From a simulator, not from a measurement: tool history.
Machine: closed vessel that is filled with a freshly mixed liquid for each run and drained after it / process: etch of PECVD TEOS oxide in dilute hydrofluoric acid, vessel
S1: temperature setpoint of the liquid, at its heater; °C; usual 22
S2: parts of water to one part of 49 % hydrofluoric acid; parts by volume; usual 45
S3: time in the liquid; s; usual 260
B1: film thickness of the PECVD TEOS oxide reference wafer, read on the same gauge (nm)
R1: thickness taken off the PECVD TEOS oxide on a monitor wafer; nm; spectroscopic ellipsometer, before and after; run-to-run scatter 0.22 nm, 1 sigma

run   hour    S1  S2   S3     B1     R1
  1      0    22  45  260  70.01   40.8
  2      8    22  45  260     70   40.9
  3   14.2    22  45  260  70.01  41.01
  4   21.8    22  45  260     70  40.74
  5   28.3    22  45  260  69.99  40.94
  6     44    22  45  260  70.03  40.75
  7   50.9    22  45  205  70.01  32.21
  8   57.8    22  35  260  70.02  53.04
  9     75    22  35  260  70.03  53.24
 10   81.3    22  35  260     70  53.49
 11   93.5    22  45  260  70.01  40.72
 12  108.5    22  45  260     70  40.47
 13  115.3    22  45  260  69.99  40.58
 14  128.3    22  45  260  70.02  40.73
     138.2  -- thermometer replaced
 15    146  19.5  45  140  69.98  21.63
 16  161.1  19.5  45  140  70.02  21.65
 17    177    20  50  410  69.99  57.83
 18  187.1    22  50  345  70.01  52.64
 19  212.1    22  40  260  69.99  50.64
     223.3  -- gauge calibrated
 20  238.8  24.5  50  165     70  27.92
     242.5  -- hydrofluoric acid flow meter replaced
 21  286.6    19  35  220  69.99  48.15
 22  296.8  26.5  45  195  69.99  44.91
 23  313.6    22  55  325  69.99  50.05
 24  324.6    22  45  125  70.01  23.97
 25  348.6    22  45  260  69.99   49.3
 26  364.5    17  60  185     70  20.89
 27  373.7    22  45  260  70.01  49.34
 28  381.9    19  60  300  70.03  36.89

Predict each of these 3 candidate next runs independently; none follows another, all start after run 28:
  A  382.6    22  45  260   ?   ?
  B  382.6  17.5  55  120   ?   ?
  C  382.6    22  30  260   ?   ?

run     B1     R1
  A  70.01   49.3
  B  70.01  15.18
  C  70.01  75.38
Had the tool no hidden state, the same runs would have come out as:
run     R1
  A   51.2
  B  15.77
  C  78.28
